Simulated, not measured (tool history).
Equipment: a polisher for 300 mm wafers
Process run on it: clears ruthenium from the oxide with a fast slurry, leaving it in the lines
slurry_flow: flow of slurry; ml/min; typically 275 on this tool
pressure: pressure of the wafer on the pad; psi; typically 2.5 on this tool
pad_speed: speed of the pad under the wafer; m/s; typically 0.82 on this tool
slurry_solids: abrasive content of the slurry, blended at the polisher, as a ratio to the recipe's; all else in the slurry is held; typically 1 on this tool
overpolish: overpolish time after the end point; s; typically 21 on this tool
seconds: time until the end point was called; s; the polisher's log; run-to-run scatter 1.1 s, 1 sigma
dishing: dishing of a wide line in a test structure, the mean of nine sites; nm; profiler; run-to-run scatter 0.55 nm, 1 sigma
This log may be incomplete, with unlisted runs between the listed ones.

| run | hour | slurry_flow | pressure | pad_speed | slurry_solids | overpolish | wafers since the last listed run | wafers polished on this pad | hours since the slurry nozzle was cleaned | hours since the head pressure was calibrated | hours since the slurry blender was calibrated | incoming thickness of the incoming film, nm | seconds | dishing |
|---|---|---|---|---|---|---|---|---|---|---|---|---|---|---|
| 1 | 0 | 275 | 2.5 | 0.82 | 1 | 21 | 0 | 1168 | 483 | 127.9 | 210.3 | 249.3 | 105.3 | 45.6 |
|  | 6.9 | worn pad replaced by a new one |
| 2 | 31 | 275 | 2.5 | 0.82 | 1 | 21 | 182 | 162 | 514 | 158.9 | 241.3 | 249.3 | 103.1 | 47.9 |
| 3 | 45.2 | 275 | 2.5 | 0.82 | 1 | 21 | 95 | 258 | 528.2 | 173.1 | 255.5 | 249.9 | 105.8 | 47.2 |
| 4 | 68.2 | 275 | 2.5 | 0.82 | 1 | 21 | 155 | 413 | 551.2 | 196.1 | 278.5 | 253.4 | 106.9 | 46.7 |
| 5 | 83.8 | 275 | 2.5 | 0.82 | 1 | 21 | 105 | 518 | 566.8 | 211.7 | 294.1 | 248.3 | 104.5 | 45.9 |
| 6 | 101.7 | 325 | 2.5 | 0.96 | 1 | 21 | 120 | 639 | 584.7 | 229.6 | 312 | 246.3 | 90.7 | 53.4 |
|  | 129.4 | slurry blender recalibrated |
| 7 | 130.5 | 325 | 2.5 | 0.96 | 1 | 21 | 180 | 820 | 613.5 | 258.4 | 1.1 | 248.9 | 80.7 | 56.6 |
| 8 | 160.4 | 275 | 2.5 | 0.92 | 1.2 | 21 | 201 | 1022 | 643.4 | 288.3 | 31 | 253.1 | 83 | 58.1 |
|  | 174.3 | worn pad replaced by a new one |
| 9 | 179.7 | 275 | 2.5 | 0.92 | 1.2 | 21 | 103 | 36 | 662.7 | 307.6 | 50.3 | 247.7 | 77.5 | 59.9 |
|  | 184.1 | slurry nozzle cleaned |
| 10 | 212.9 | 275 | 2.5 | 1 | 1 | 16 | 217 | 253 | 28.8 | 340.8 | 83.5 | 247.4 | 80 | 47.7 |
| 11 | 226.1 | 235 | 2.5 | 0.82 | 1 | 10 | 89 | 342 | 42 | 354 | 96.7 | 247.1 | 97.9 | 25.6 |
| 12 | 242.2 | 275 | 1.7 | 1.1 | 1 | 21 | 108 | 451 | 58.1 | 370.1 | 112.8 | 253.6 | 109.2 | 44.9 |
| 13 | 266.5 | 275 | 2.5 | 0.82 | 1 | 21 | 163 | 615 | 82.4 | 394.4 | 137.1 | 252.4 | 103.4 | 48.5 |
|  | 279.4 | head pressure recalibrated |
| 14 | 281.4 | 275 | 2.5 | 0.82 | 1 | 21 | 87 | 702 | 97.3 | 2 | 152 | 252.6 | 105.1 | 47.8 |
| 15 | 308 | 190 | 1.9 | 0.94 | 1 | 31 | 179 | 881 | 123.9 | 28.6 | 178.6 | 249.1 | 126.8 | 55.2 |
|  | 326.6 | worn pad replaced by a new one |
| 16 | 334.6 | 250 | 2.9 | 0.54 | 1 | 21 | 152 | 53 | 150.5 | 55.2 | 205.2 | 248.2 | 137 | 36.9 |
| 17 | 359.6 | 225 | 2 | 0.7 | 1 | 21 | 168 | 222 | 175.5 | 80.2 | 230.2 | 247.1 | 154.3 | 32.9 |
| 18 | 414.7 | 275 | 2.5 | 0.82 | 1 | 21 | 371 | 594 | 230.6 | 135.3 | 285.3 | 247.5 | 110.8 | 44.3 |

Each row is a separate what-if for the run after 18, all from the same tool condition, not one after another. Results?
| A | 415.1 | 275 | 2.5 | 0.82 | 1 | 21 | 2 | 596 | 231 | 135.7 | 285.7 | 253.6 | ? | ? |
| B | 415.1 | 300 | 2.5 | 1.08 | 1 | 25 | 2 | 596 | 231 | 135.7 | 285.7 | 253.6 | ? | ? |
| C | 415.1 | 370 | 2.9 | 0.72 | 1 | 29 | 2 | 596 | 231 | 135.7 | 285.7 | 253.6 | ? | ? |

| run | seconds | dishing |
|---|---|---|
| A | 112.7 | 45.1 |
| B | 84.8 | 65.5 |
| C | 107.7 | 61 |
With no hidden state in the tool, these same runs would have given:
| run | seconds | dishing |
|---|---|---|
| A | 93.2 | 52.8 |
| B | 70.1 | 75.5 |
| C | 89.1 | 70.6 |

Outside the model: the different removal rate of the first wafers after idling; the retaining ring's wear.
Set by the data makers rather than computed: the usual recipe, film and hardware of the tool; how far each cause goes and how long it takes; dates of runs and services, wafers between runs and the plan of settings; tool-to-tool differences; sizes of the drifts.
